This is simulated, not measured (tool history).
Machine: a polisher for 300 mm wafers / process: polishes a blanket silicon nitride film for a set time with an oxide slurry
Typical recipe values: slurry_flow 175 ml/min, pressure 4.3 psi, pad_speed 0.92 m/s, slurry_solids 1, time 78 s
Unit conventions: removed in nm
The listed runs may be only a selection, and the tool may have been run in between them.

run,day,slurry_flow,pressure,pad_speed,slurry_solids,time,wafers since the last listed run,wafers polished on this pad,hours since the slurry nozzle was cleaned,hours since the head pressure was calibrated,hours since the slurry blender was calibrated,hours since the conditioning disc was replaced,"incoming thickness of the incoming film, nm",removed
1,0,175,4.3,0.92,1,68,0,1659,180.2,304.3,119.3,208.3,305.2,44.5
# day 0.992: worn pad replaced by a new one
2,1.696,175,4.3,0.92,1,68,283,130,220.9,345,160,249,309.8,44
# day 3.183: conditioning disc replaced and pad reconditioned
3,3.312,175,4.3,0.8,1,78,284,415,259.7,383.8,198.8,3.1,311.9,45.9
4,5.733,175,4.3,0.8,1,78,449,865,317.8,441.9,256.9,61.2,314.5,45.9
5,7.996,175,4.3,0.8,1,78,420,1285,372.1,496.2,311.2,115.5,307,45.5
6,10.292,155,4.3,0.92,1.2,78,426,1711,427.2,551.3,366.3,170.6,304.9,53.7
# day 11.117: slurry blender recalibrated
# day 11.654: head pressure recalibrated
7,12.958,155,4.3,0.92,1.2,78,464,2175,491.2,31.3,44.2,234.6,306.7,57.2
# day 13.258: slurry nozzle cleaned
# day 13.742: worn pad replaced by a new one
# day 14.404: conditioning disc replaced and pad reconditioned
8,14.425,145,4.3,0.92,1,78,218,111,28,66.5,79.4,0.5,307.8,50.5
9,16.388,145,4.3,0.92,1,78,364,476,75.1,113.6,126.5,47.6,305.4,50.4
10,18.767,175,4.3,0.84,1,59,441,917,132.2,170.7,183.6,104.7,311.4,36.1
11,20.85,175,4.3,0.84,1,59,386,1304,182.2,220.7,233.6,154.7,310,35.4
12,23.758,175,4.3,0.92,1.3,70,540,1844,252,290.5,303.4,224.5,312.8,51.3
13,25.179,175,4.3,0.92,1,90,263,2108,286.1,324.6,337.5,258.6,309.3,57.4
14,26.312,175,4.3,0.92,0.75,62,210,2319,313.3,351.8,364.7,285.8,311.8,33.1
# day 26.675: slurry blender recalibrated
# day 27.425: worn pad replaced by a new one
# day 27.617: conditioning disc replaced and pad reconditioned
15,28.867,145,4.3,0.92,1,78,412,252,374.6,413.1,52.6,30,308.6,49.8
16,30.788,225,4.3,1.1,0.75,98,356,609,420.7,459.2,98.7,76.1,308.1,63
# day 34.304: slurry nozzle cleaned
17,37.067,175,5,1.14,1.3,78,1158,1767,66.3,609.9,249.4,226.8,307,74.5
# day 37.317: head pressure recalibrated
# day 39.35: worn pad replaced by a new one
# day 39.496: conditioning disc replaced and pad reconditioned
18,40.025,175,4.3,0.92,1,78,487,109,137.3,65,320.4,12.7,313.6,49
# day 40.196: slurry blender recalibrated
19,42.038,225,4.3,1.1,0.75,98,358,467,185.6,113.3,44.2,61,309.7,64.1
20,43.862,140,4.3,0.92,1,78,338,806,229.4,157.1,88,104.8,308.2,50.7
21,46.104,175,4.3,0.92,1,78,416,1223,283.2,210.9,141.8,158.6,306.4,51.8
22,47.388,175,5.7,0.92,1,78,238,1461,314,241.7,172.6,189.4,313.3,67.8
23,48.8,175,4.7,0.92,1.25,52,262,1723,347.9,275.6,206.5,223.3,311.5,41.7
# day 50.417: conditioning disc replaced and pad reconditioned
# day 51.275: worn pad replaced by a new one
# day 52.296: slurry nozzle cleaned
24,52.475,145,5,0.92,1,62,628,214,4.3,363.8,294.7,49.4,316.5,44

What will run 25 give?
25,53.838,200,3.6,0.92,0.75,56,253,467,37,396.5,327.4,82.1,306.1,?

{"run 25": {"removed": 25.4}}
Were there no unlogged condition in the tool, this run, its random variation unchanged, would have produced removed 28.3 nm.

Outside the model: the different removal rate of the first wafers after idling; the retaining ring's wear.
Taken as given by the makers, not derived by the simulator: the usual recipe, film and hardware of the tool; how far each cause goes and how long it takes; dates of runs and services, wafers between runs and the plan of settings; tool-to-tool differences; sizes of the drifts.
